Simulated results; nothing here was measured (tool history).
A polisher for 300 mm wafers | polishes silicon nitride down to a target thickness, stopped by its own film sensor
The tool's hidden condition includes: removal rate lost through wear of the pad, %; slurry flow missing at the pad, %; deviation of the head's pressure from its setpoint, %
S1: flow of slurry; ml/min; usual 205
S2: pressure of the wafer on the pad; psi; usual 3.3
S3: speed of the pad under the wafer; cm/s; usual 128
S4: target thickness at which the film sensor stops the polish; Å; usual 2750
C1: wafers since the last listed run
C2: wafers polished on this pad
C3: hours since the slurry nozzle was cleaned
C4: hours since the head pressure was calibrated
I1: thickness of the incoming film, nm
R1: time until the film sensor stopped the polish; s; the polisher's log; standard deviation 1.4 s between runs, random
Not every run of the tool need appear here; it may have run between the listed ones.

run,hour,S1,S2,S3,S4,C1,C2,C3,C4,I1,R1
1,0.0,205,3.3,128,2750,0,1293,159.2,367.5,514.1,103.7
# hour 0.2: worn pad replaced by a new one
2,13.0,205,3.3,128,2750,154,154,172.2,380.5,503.0,96.7
3,37.1,205,2.3,128,2750,291,445,196.3,404.6,510.0,139.0
4,50.7,205,3.3,128,2750,164,610,209.9,418.2,510.8,98.2
5,58.6,205,3.3,128,2750,95,705,217.8,426.1,516.2,101.0
6,67.6,205,3.9,128,2750,108,814,226.8,435.1,506.9,81.8
7,78.6,205,3.9,128,2750,133,947,237.8,446.1,502.3,80.6
8,88.4,205,3.9,128,2750,118,1066,247.6,455.9,515.2,85.3
9,94.7,230,2.9,128,2750,76,1142,253.9,462.2,512.5,111.8
# hour 114.3: worn pad replaced by a new one
10,141.0,230,2.9,128,2750,511,322,300.2,508.5,517.0,111.5
11,157.2,205,2.4,128,2750,195,518,316.4,524.7,510.4,130.4
# hour 170.4: slurry nozzle cleaned
12,172.7,205,3.7,128,2750,175,694,2.3,540.2,508.4,85.9
# hour 180.1: head pressure recalibrated
13,190.1,205,3.3,166,2750,186,880,19.7,10.0,508.2,85.4
14,202.3,155,3.3,86,2750,147,1027,31.9,22.2,517.1,150.2
# hour 211.7: worn pad replaced by a new one, of another model than before
15,220.0,205,2.6,128,2750,165,100,49.6,39.9,507.7,119.8
16,234.8,205,3.3,128,2750,179,279,64.4,54.7,511.3,103.4
17,249.6,185,3.9,128,3190,179,458,79.2,69.5,512.8,76.2
18,266.0,205,3.9,128,2750,198,656,95.6,85.9,511.5,91.2
19,282.6,230,4.5,104,2340,200,857,112.2,102.5,505.8,107.7
20,297.7,185,3.3,128,2750,182,1040,127.3,117.6,501.6,98.3

Here are 3 independent what-if runs from the current tool condition. What would each one return?
A,298.2,205,3.3,128,2750,6,1046,127.8,118.1,508.5,?
B,298.2,180,2.3,128,3210,6,1046,127.8,118.1,508.5,?
C,298.2,205,3.3,152,2750,6,1046,127.8,118.1,508.5,?

run,R1
A,100.1
B,103.2
C,89.7
With no hidden state in the tool, these same runs would have given:
run,R1
A,102.7
B,105.9
C,92.1

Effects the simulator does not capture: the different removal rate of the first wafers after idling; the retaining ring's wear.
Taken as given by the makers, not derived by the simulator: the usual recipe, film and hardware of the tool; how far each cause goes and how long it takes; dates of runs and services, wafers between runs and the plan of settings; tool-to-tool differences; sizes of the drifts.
